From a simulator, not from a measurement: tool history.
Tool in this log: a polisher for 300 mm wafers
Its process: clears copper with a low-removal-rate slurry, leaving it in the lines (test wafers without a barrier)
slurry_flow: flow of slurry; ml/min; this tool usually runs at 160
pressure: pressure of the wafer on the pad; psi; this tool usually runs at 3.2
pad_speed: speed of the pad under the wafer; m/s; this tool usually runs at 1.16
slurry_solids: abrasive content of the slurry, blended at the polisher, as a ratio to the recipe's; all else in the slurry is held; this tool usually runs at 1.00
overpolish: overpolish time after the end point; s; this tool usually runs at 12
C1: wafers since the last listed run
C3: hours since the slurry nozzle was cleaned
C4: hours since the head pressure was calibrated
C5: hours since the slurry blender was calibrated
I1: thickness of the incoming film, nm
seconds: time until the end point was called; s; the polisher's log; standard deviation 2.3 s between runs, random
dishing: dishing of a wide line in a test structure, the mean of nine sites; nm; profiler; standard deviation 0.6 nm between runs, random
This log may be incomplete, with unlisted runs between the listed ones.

{"run": 1, "hour": 0.0, "slurry_flow": 160, "pressure": 3.2, "pad_speed": 1.16, "slurry_solids": 1.0, "overpolish": 12, "C1": 0, "wafers polished on this pad": 3642, "C3": 252.3, "C4": 424.8, "C5": 485.4, "I1": 598.2, "seconds": 139.1, "dishing": 31.5}
{"hour": 53.5, "done": "worn pad replaced by a new one"}
{"run": 2, "hour": 83.7, "slurry_flow": 160, "pressure": 3.2, "pad_speed": 1.16, "slurry_solids": 1.0, "overpolish": 12, "C1": 571, "wafers polished on this pad": 216, "C3": 336.0, "C4": 508.5, "C5": 569.1, "I1": 592.6, "seconds": 138.9, "dishing": 31.3}
{"hour": 102.9, "done": "slurry blender recalibrated"}
{"run": 3, "hour": 177.7, "slurry_flow": 160, "pressure": 3.2, "pad_speed": 1.16, "slurry_solids": 1.0, "overpolish": 17, "C1": 659, "wafers polished on this pad": 876, "C3": 430.0, "C4": 602.5, "C5": 74.8, "I1": 594.7, "seconds": 139.8, "dishing": 39.4}
{"run": 4, "hour": 219.7, "slurry_flow": 160, "pressure": 3.2, "pad_speed": 1.16, "slurry_solids": 1.0, "overpolish": 12, "C1": 301, "wafers polished on this pad": 1177, "C3": 472.0, "C4": 644.5, "C5": 116.8, "I1": 589.9, "seconds": 139.1, "dishing": 29.5}
{"run": 5, "hour": 292.7, "slurry_flow": 160, "pressure": 3.2, "pad_speed": 1.16, "slurry_solids": 1.0, "overpolish": 12, "C1": 523, "wafers polished on this pad": 1700, "C3": 545.0, "C4": 717.5, "C5": 189.8, "I1": 594.1, "seconds": 143.3, "dishing": 29.6}
{"run": 6, "hour": 394.6, "slurry_flow": 160, "pressure": 3.2, "pad_speed": 1.16, "slurry_solids": 1.0, "overpolish": 12, "C1": 730, "wafers polished on this pad": 2431, "C3": 646.9, "C4": 819.4, "C5": 291.7, "I1": 588.6, "seconds": 141.0, "dishing": 29.4}
{"run": 7, "hour": 455.3, "slurry_flow": 160, "pressure": 3.2, "pad_speed": 1.16, "slurry_solids": 1.0, "overpolish": 12, "C1": 435, "wafers polished on this pad": 2866, "C3": 707.6, "C4": 880.1, "C5": 352.4, "I1": 593.7, "seconds": 148.4, "dishing": 28.7}
{"hour": 567.1, "done": "head pressure recalibrated"}
{"run": 8, "hour": 567.6, "slurry_flow": 160, "pressure": 3.2, "pad_speed": 1.16, "slurry_solids": 1.0, "overpolish": 12, "C1": 790, "wafers polished on this pad": 3657, "C3": 819.9, "C4": 0.5, "C5": 464.7, "I1": 583.5, "seconds": 147.7, "dishing": 27.9}
{"hour": 606.0, "done": "worn pad replaced by a new one"}
{"run": 9, "hour": 626.4, "slurry_flow": 160, "pressure": 3.2, "pad_speed": 1.16, "slurry_solids": 1.0, "overpolish": 12, "C1": 392, "wafers polished on this pad": 145, "C3": 878.7, "C4": 59.3, "C5": 523.5, "I1": 589.0, "seconds": 162.1, "dishing": 27.8}
{"run": 10, "hour": 663.3, "slurry_flow": 160, "pressure": 4.0, "pad_speed": 1.16, "slurry_solids": 1.0, "overpolish": 16, "C1": 264, "wafers polished on this pad": 410, "C3": 915.6, "C4": 96.2, "C5": 560.4, "I1": 594.5, "seconds": 143.9, "dishing": 38.7}
{"hour": 674.6, "done": "slurry blender recalibrated"}
{"hour": 686.9, "done": "slurry nozzle cleaned"}
{"run": 11, "hour": 714.6, "slurry_flow": 160, "pressure": 3.2, "pad_speed": 1.28, "slurry_solids": 1.0, "overpolish": 12, "C1": 346, "wafers polished on this pad": 756, "C3": 27.7, "C4": 147.5, "C5": 40.0, "I1": 592.6, "seconds": 120.7, "dishing": 33.1}
{"run": 12, "hour": 767.1, "slurry_flow": 160, "pressure": 3.2, "pad_speed": 0.94, "slurry_solids": 1.0, "overpolish": 12, "C1": 376, "wafers polished on this pad": 1133, "C3": 80.2, "C4": 200.0, "C5": 92.5, "I1": 593.3, "seconds": 163.3, "dishing": 26.0}
{"run": 13, "hour": 847.0, "slurry_flow": 160, "pressure": 2.1, "pad_speed": 1.16, "slurry_solids": 1.0, "overpolish": 17, "C1": 572, "wafers polished on this pad": 1706, "C3": 160.1, "C4": 279.9, "C5": 172.4, "I1": 588.8, "seconds": 173.1, "dishing": 33.1}
{"run": 14, "hour": 927.0, "slurry_flow": 160, "pressure": 2.4, "pad_speed": 1.48, "slurry_solids": 1.0, "overpolish": 12, "C1": 573, "wafers polished on this pad": 2279, "C3": 240.1, "C4": 359.9, "C5": 252.4, "I1": 591.1, "seconds": 127.7, "dishing": 31.4}
{"run": 15, "hour": 1011.3, "slurry_flow": 215, "pressure": 3.2, "pad_speed": 1.16, "slurry_solids": 1.15, "overpolish": 12, "C1": 604, "wafers polished on this pad": 2884, "C3": 324.4, "C4": 444.2, "C5": 336.7, "I1": 601.2, "seconds": 123.4, "dishing": 33.0}
{"run": 16, "hour": 1099.8, "slurry_flow": 160, "pressure": 3.2, "pad_speed": 1.16, "slurry_solids": 1.0, "overpolish": 16, "C1": 634, "wafers polished on this pad": 3518, "C3": 412.9, "C4": 532.7, "C5": 425.2, "I1": 590.5, "seconds": 136.3, "dishing": 38.9}
{"run": 17, "hour": 1141.7, "slurry_flow": 160, "pressure": 3.2, "pad_speed": 1.16, "slurry_solids": 1.0, "overpolish": 12, "C1": 300, "wafers polished on this pad": 3819, "C3": 454.8, "C4": 574.6, "C5": 467.1, "I1": 586.0, "seconds": 132.7, "dishing": 31.3}
{"hour": 1166.7, "done": "worn pad replaced by a new one"}
{"run": 18, "hour": 1186.1, "slurry_flow": 200, "pressure": 2.8, "pad_speed": 1.16, "slurry_solids": 1.25, "overpolish": 6, "C1": 289, "wafers polished on this pad": 139, "C3": 499.2, "C4": 619.0, "C5": 511.5, "I1": 578.9, "seconds": 128.9, "dishing": 16.4}
{"hour": 1233.2, "done": "slurry blender recalibrated"}
{"run": 19, "hour": 1291.3, "slurry_flow": 160, "pressure": 3.2, "pad_speed": 1.16, "slurry_solids": 1.0, "overpolish": 12, "C1": 739, "wafers polished on this pad": 879, "C3": 604.4, "C4": 724.2, "C5": 58.1, "I1": 578.5, "seconds": 133.4, "dishing": 30.0}
{"run": 20, "hour": 1351.8, "slurry_flow": 160, "pressure": 3.2, "pad_speed": 1.48, "slurry_solids": 0.9, "overpolish": 12, "C1": 433, "wafers polished on this pad": 1312, "C3": 664.9, "C4": 784.7, "C5": 118.6, "I1": 584.0, "seconds": 112.2, "dishing": 33.7}
{"run": 21, "hour": 1397.5, "slurry_flow": 200, "pressure": 3.2, "pad_speed": 0.98, "slurry_solids": 1.0, "overpolish": 12, "C1": 327, "wafers polished on this pad": 1640, "C3": 710.6, "C4": 830.4, "C5": 164.3, "I1": 593.5, "seconds": 156.4, "dishing": 26.3}
{"run": 22, "hour": 1463.6, "slurry_flow": 190, "pressure": 2.6, "pad_speed": 1.38, "slurry_solids": 1.1, "overpolish": 12, "C1": 473, "wafers polished on this pad": 2114, "C3": 776.7, "C4": 896.5, "C5": 230.4, "I1": 586.4, "seconds": 127.4, "dishing": 30.4}
{"hour": 1519.2, "done": "slurry nozzle cleaned"}
{"run": 23, "hour": 1519.7, "slurry_flow": 160, "pressure": 3.2, "pad_speed": 0.88, "slurry_solids": 1.2, "overpolish": 16, "C1": 395, "wafers polished on this pad": 2509, "C3": 0.5, "C4": 952.6, "C5": 286.5, "I1": 585.0, "seconds": 156.8, "dishing": 34.4}

Run 24, settings as shown, results not yet in. Your forecast:
{"hour": 1551.5, "done": "head pressure recalibrated"}
{"run": 24, "hour": 1594.2, "slurry_flow": 120, "pressure": 3.2, "pad_speed": 1.16, "slurry_solids": 1.0, "overpolish": 12, "C1": 519, "wafers polished on this pad": 3029, "C3": 75.0, "C4": 42.7, "C5": 361.0, "I1": 592.6, "seconds": "?", "dishing": "?"}

Run 24 yielded seconds 142.6 s, dishing 29.7 nm.
Without the tool's hidden state the same run would have given seconds 142.2 s, dishing 29.8 nm.

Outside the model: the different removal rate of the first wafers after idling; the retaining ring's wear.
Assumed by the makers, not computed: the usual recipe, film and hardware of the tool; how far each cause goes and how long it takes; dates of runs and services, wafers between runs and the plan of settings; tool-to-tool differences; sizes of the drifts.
